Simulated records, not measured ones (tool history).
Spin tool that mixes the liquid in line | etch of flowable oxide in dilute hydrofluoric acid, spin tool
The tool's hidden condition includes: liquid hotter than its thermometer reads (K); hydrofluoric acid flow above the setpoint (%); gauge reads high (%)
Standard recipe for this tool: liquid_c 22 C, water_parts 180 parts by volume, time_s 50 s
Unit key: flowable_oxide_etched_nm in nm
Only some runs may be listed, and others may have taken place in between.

run     day  liquid_c  water_parts  time_s  wafers since the last listed run  hours since the thermometer was replaced  hours since the hydrofluoric acid flow meter was replaced  hours since the gauge calibration  read-back film thickness of the flowable oxide reference wafer, read on the same gauge (nm)  flowable_oxide_etched_nm
  1       0      23.5          180      50                                 0                                    1722.8                                                     1554.2                              476.3                                                                                        99.99                     14.88
  2   2.267      23.5          180      50                               884                                    1777.2                                                     1608.6                              530.7                                                                                        99.98                     15.01
  3   4.596        22          180      50                               909                                    1833.1                                                     1664.5                              586.6                                                                                       100.01                     14.26
  4   6.167        22          180      50                               613                                    1870.8                                                     1702.2                              624.3                                                                                        99.99                     14.38
  5   8.829        22          180      50                              1039                                    1934.7                                                     1766.1                              688.2                                                                                          100                     14.35
  6  11.125        22          180      50                               896                                    1989.8                                                     1821.2                              743.3                                                                                       100.01                     14.62
  7  13.333        22          180      70                               862                                    2042.8                                                     1874.2                              796.3                                                                                        99.98                     20.45
  8  16.117        22          180      70                              1086                                    2109.6                                                       1941                              863.1                                                                                       100.02                     20.52
  9  18.408        22          180      70                               894                                    2164.6                                                       1996                              918.1                                                                                       100.02                     20.68
 10  20.283        25          180      65                               732                                    2209.6                                                       2041                              963.1                                                                                        99.99                     21.44
 11   22.35        25          180      65                               806                                    2259.2                                                     2090.6                             1012.7                                                                                        99.98                      21.6
 12  24.762        22          180      25                               941                                    2317.1                                                     2148.5                             1070.6                                                                                        99.97                      7.44
 13  26.079        22          180      50                               514                                    2348.7                                                     2180.1                             1102.2                                                                                          100                     15.02
     26.912  -- thermometer replaced
     27.033  -- gauge calibrated
 14  27.233        22          180      50                               434                                       7.7                                                     2207.8                                4.8                                                                                       100.01                     13.97
 15  28.533      18.5          180      50                               507                                      38.9                                                       2239                                 36                                                                                        99.99                     12.13
 16  31.975      20.5          205      20                              1343                                     121.5                                                     2321.6                              118.6                                                                                       100.01                      4.57
     33.392  -- hydrofluoric acid flow meter replaced
 17  33.612      24.5          135      25                               623                                     160.8                                                        5.3                              157.9                                                                                          100                      9.49
 18  35.225        25          130      40                               629                                     199.5                                                         44                              196.6                                                                                        99.99                     16.62
 19  37.371        22          180      50                               837                                       251                                                       95.5                              248.1                                                                                       100.01                     12.64
 20  38.762      24.5          150      60                               543                                     284.4                                                      128.9                              281.5                                                                                       100.02                     20.69
 21  40.467        22          180      50                               665                                     325.3                                                      169.8                              322.4                                                                                       100.01                     12.69
 22  42.388        22          260      65                               749                                     371.4                                                      215.9                              368.5                                                                                       100.01                     10.41

Below are 3 alternative next runs, each starting from the tool's condition after run 22. Predict each:
  A  42.404        22          180      50                                 6                                     371.8                                                      216.3                              368.9                                                                                            ?                         ?
  B  42.404      23.5          180      65                                 6                                     371.8                                                      216.3                              368.9                                                                                            ?                         ?
  C  42.404      26.5          265      50                                 6                                     371.8                                                      216.3                              368.9                                                                                            ?                         ?

run  read-back film thickness of the flowable oxide reference wafer, read on the same gauge (nm)  flowable_oxide_etched_nm
  A                                                                                       100.02                     12.67
  B                                                                                       100.02                     17.43
  C                                                                                       100.02                      9.25
Without the tool's unlogged condition, the same runs would have read:
run  flowable_oxide_etched_nm
  A                      12.1
  B                     16.66
  C                      8.85
